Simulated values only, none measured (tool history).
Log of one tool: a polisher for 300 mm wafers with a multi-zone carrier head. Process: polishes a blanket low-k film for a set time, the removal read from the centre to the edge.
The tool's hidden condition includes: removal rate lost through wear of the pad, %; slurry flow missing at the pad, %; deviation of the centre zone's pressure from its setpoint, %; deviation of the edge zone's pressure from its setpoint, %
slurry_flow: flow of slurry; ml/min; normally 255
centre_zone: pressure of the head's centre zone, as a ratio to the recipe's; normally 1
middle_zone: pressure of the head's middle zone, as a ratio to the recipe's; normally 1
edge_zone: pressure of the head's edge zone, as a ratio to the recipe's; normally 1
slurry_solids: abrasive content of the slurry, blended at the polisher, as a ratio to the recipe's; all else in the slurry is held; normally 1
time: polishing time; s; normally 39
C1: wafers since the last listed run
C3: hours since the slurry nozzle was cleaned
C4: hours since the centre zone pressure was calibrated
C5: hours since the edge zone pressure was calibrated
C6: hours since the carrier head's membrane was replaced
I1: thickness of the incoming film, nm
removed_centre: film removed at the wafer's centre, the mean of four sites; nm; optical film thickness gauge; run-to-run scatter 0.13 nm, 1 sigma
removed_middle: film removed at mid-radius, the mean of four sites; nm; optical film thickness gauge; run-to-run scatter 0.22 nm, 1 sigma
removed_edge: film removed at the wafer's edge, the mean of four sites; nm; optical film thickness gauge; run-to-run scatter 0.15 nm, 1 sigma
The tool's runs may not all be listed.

{"run": 1, "hour": 0.0, "slurry_flow": 255, "centre_zone": 1.08, "middle_zone": 1, "edge_zone": 0.95, "slurry_solids": 1, "time": 39, "C1": 0, "wafers polished on this pad": 130, "C3": 409.4, "C4": 969, "C5": 1206.7, "C6": 443.6, "I1": 419.1, "removed_centre": 16.4, "removed_middle": 16.3, "removed_edge": 16.4}
{"run": 2, "hour": 57.3, "slurry_flow": 255, "centre_zone": 1, "middle_zone": 1, "edge_zone": 1, "slurry_solids": 1, "time": 39, "C1": 550, "wafers polished on this pad": 681, "C3": 466.7, "C4": 1026.3, "C5": 1264, "C6": 500.9, "I1": 411.5, "removed_centre": 15, "removed_middle": 15.9, "removed_edge": 16.7}
{"hour": 69.8, "done": "worn pad replaced by a new one"}
{"run": 3, "hour": 74.3, "slurry_flow": 255, "centre_zone": 1, "middle_zone": 1, "edge_zone": 1, "slurry_solids": 1, "time": 39, "C1": 124, "wafers polished on this pad": 42, "C3": 483.7, "C4": 1043.3, "C5": 1281, "C6": 517.9, "I1": 408.7, "removed_centre": 15.1, "removed_middle": 16.2, "removed_edge": 16.8}
{"run": 4, "hour": 93.2, "slurry_flow": 255, "centre_zone": 1, "middle_zone": 1, "edge_zone": 1, "slurry_solids": 1, "time": 39, "C1": 181, "wafers polished on this pad": 224, "C3": 502.6, "C4": 1062.2, "C5": 1299.9, "C6": 536.8, "I1": 414.2, "removed_centre": 14.9, "removed_middle": 16.2, "removed_edge": 16.9}
{"run": 5, "hour": 119.5, "slurry_flow": 255, "centre_zone": 1.05, "middle_zone": 1, "edge_zone": 1, "slurry_solids": 1, "time": 39, "C1": 252, "wafers polished on this pad": 477, "C3": 528.9, "C4": 1088.5, "C5": 1326.2, "C6": 563.1, "I1": 413.3, "removed_centre": 15.7, "removed_middle": 16.5, "removed_edge": 17}
{"hour": 127.0, "done": "edge zone pressure recalibrated"}
{"run": 6, "hour": 141.9, "slurry_flow": 255, "centre_zone": 1.05, "middle_zone": 1, "edge_zone": 1, "slurry_solids": 1, "time": 39, "C1": 196, "wafers polished on this pad": 673, "C3": 551.3, "C4": 1110.9, "C5": 14.9, "C6": 585.5, "I1": 409.8, "removed_centre": 15.6, "removed_middle": 16.4, "removed_edge": 16.7}
{"hour": 153.6, "done": "worn pad replaced by a new one"}
{"run": 7, "hour": 169.8, "slurry_flow": 255, "centre_zone": 1.05, "middle_zone": 1, "edge_zone": 1, "slurry_solids": 1, "time": 39, "C1": 229, "wafers polished on this pad": 155, "C3": 579.2, "C4": 1138.8, "C5": 42.8, "C6": 613.4, "I1": 413.1, "removed_centre": 15.3, "removed_middle": 16.6, "removed_edge": 16.9}
{"run": 8, "hour": 193.0, "slurry_flow": 255, "centre_zone": 1, "middle_zone": 1, "edge_zone": 1, "slurry_solids": 1, "time": 39, "C1": 222, "wafers polished on this pad": 378, "C3": 602.4, "C4": 1162, "C5": 66, "C6": 636.6, "I1": 402.3, "removed_centre": 14.8, "removed_middle": 16, "removed_edge": 16.8}
{"hour": 201.3, "done": "carrier head's membrane replaced by a new one"}
{"hour": 203.5, "done": "centre zone pressure recalibrated"}
{"hour": 226.2, "done": "worn pad replaced by a new one"}
{"run": 9, "hour": 226.7, "slurry_flow": 320, "centre_zone": 1, "middle_zone": 1, "edge_zone": 1, "slurry_solids": 0.8, "time": 39, "C1": 218, "wafers polished on this pad": 4, "C3": 636.1, "C4": 23.2, "C5": 99.7, "C6": 25.4, "I1": 419.6, "removed_centre": 15.9, "removed_middle": 15.3, "removed_edge": 15.3}
{"run": 10, "hour": 245.8, "slurry_flow": 255, "centre_zone": 0.9, "middle_zone": 1.1, "edge_zone": 1, "slurry_solids": 1, "time": 39, "C1": 183, "wafers polished on this pad": 187, "C3": 655.2, "C4": 42.3, "C5": 118.8, "C6": 44.5, "I1": 412.8, "removed_centre": 15.5, "removed_middle": 17.5, "removed_edge": 16.6}
{"hour": 255.4, "done": "slurry nozzle cleaned"}
{"run": 11, "hour": 280.6, "slurry_flow": 255, "centre_zone": 0.88, "middle_zone": 1, "edge_zone": 1, "slurry_solids": 1.3, "time": 39, "C1": 324, "wafers polished on this pad": 512, "C3": 25.2, "C4": 77.1, "C5": 153.6, "C6": 79.3, "I1": 407.5, "removed_centre": 16.6, "removed_middle": 18.4, "removed_edge": 19}
{"hour": 311.6, "done": "worn pad replaced by a new one"}
{"run": 12, "hour": 312.1, "slurry_flow": 215, "centre_zone": 1, "middle_zone": 1, "edge_zone": 1, "slurry_solids": 1, "time": 39, "C1": 264, "wafers polished on this pad": 4, "C3": 56.7, "C4": 108.6, "C5": 185.1, "C6": 110.8, "I1": 416.1, "removed_centre": 16.6, "removed_middle": 16, "removed_edge": 16.7}
{"run": 13, "hour": 326.6, "slurry_flow": 255, "centre_zone": 1, "middle_zone": 0.9, "edge_zone": 1, "slurry_solids": 1, "time": 39, "C1": 139, "wafers polished on this pad": 144, "C3": 71.2, "C4": 123.1, "C5": 199.6, "C6": 125.3, "I1": 405.8, "removed_centre": 17.1, "removed_middle": 14.8, "removed_edge": 16.9}
{"run": 14, "hour": 358.0, "slurry_flow": 255, "centre_zone": 0.93, "middle_zone": 1.12, "edge_zone": 1, "slurry_solids": 1, "time": 47, "C1": 301, "wafers polished on this pad": 445, "C3": 102.6, "C4": 154.5, "C5": 231, "C6": 156.7, "I1": 408.7, "removed_centre": 18.8, "removed_middle": 21.6, "removed_edge": 20.3}
{"run": 15, "hour": 374.6, "slurry_flow": 205, "centre_zone": 0.94, "middle_zone": 1.08, "edge_zone": 1, "slurry_solids": 1, "time": 39, "C1": 159, "wafers polished on this pad": 605, "C3": 119.2, "C4": 171.1, "C5": 247.6, "C6": 173.3, "I1": 402.3, "removed_centre": 15.3, "removed_middle": 16.9, "removed_edge": 16.5}
{"run": 16, "hour": 389.6, "slurry_flow": 255, "centre_zone": 1.05, "middle_zone": 1, "edge_zone": 1, "slurry_solids": 1, "time": 39, "C1": 144, "wafers polished on this pad": 749, "C3": 134.2, "C4": 186.1, "C5": 262.6, "C6": 188.3, "I1": 414.5, "removed_centre": 17.7, "removed_middle": 16.3, "removed_edge": 16.7}
{"hour": 401.3, "done": "worn pad replaced by a new one"}
{"run": 17, "hour": 403.8, "slurry_flow": 325, "centre_zone": 1, "middle_zone": 1, "edge_zone": 0.94, "slurry_solids": 0.9, "time": 52, "C1": 98, "wafers polished on this pad": 24, "C3": 148.4, "C4": 200.3, "C5": 276.8, "C6": 202.5, "I1": 417.7, "removed_centre": 21.8, "removed_middle": 21.2, "removed_edge": 21.4}

4 ways to go on from here, each from the tool as it stands after run 17. What would each give?
{"run": "A", "hour": 404.2, "slurry_flow": 255, "centre_zone": 1, "middle_zone": 1, "edge_zone": 1, "slurry_solids": 1, "time": 39, "C1": 3, "wafers polished on this pad": 28, "C3": 148.8, "C4": 200.7, "C5": 277.2, "C6": 202.9, "I1": 408.1, "removed_centre": "?", "removed_middle": "?", "removed_edge": "?"}
{"run": "B", "hour": 404.2, "slurry_flow": 255, "centre_zone": 1.07, "middle_zone": 1, "edge_zone": 1, "slurry_solids": 1, "time": 39, "C1": 3, "wafers polished on this pad": 28, "C3": 148.8, "C4": 200.7, "C5": 277.2, "C6": 202.9, "I1": 408.1, "removed_centre": "?", "removed_middle": "?", "removed_edge": "?"}
{"run": "C", "hour": 404.2, "slurry_flow": 255, "centre_zone": 0.89, "middle_zone": 1, "edge_zone": 1, "slurry_solids": 1, "time": 35, "C1": 3, "wafers polished on this pad": 28, "C3": 148.8, "C4": 200.7, "C5": 277.2, "C6": 202.9, "I1": 408.1, "removed_centre": "?", "removed_middle": "?", "removed_edge": "?"}
{"run": "D", "hour": 404.2, "slurry_flow": 195, "centre_zone": 1, "middle_zone": 0.92, "edge_zone": 1, "slurry_solids": 1, "time": 39, "C1": 3, "wafers polished on this pad": 28, "C3": 148.8, "C4": 200.7, "C5": 277.2, "C6": 202.9, "I1": 408.1, "removed_centre": "?", "removed_middle": "?", "removed_edge": "?"}

run=A removed_centre=16.8 removed_middle=16.3 removed_edge=16.8
run=B removed_centre=18 removed_middle=16.2 removed_edge=16.8
run=C removed_centre=13.4 removed_middle=14.6 removed_edge=15.1
run=D removed_centre=16.2 removed_middle=14.7 removed_edge=16.5
Take away the tool's hidden state, keep each run's random variation, and the runs would have read:
run=A removed_centre=16.7 removed_middle=16.3 removed_edge=16.8
run=B removed_centre=17.9 removed_middle=16.2 removed_edge=16.8
run=C removed_centre=13.3 removed_middle=14.6 removed_edge=15.1
run=D removed_centre=16.2 removed_middle=14.7 removed_edge=16.5
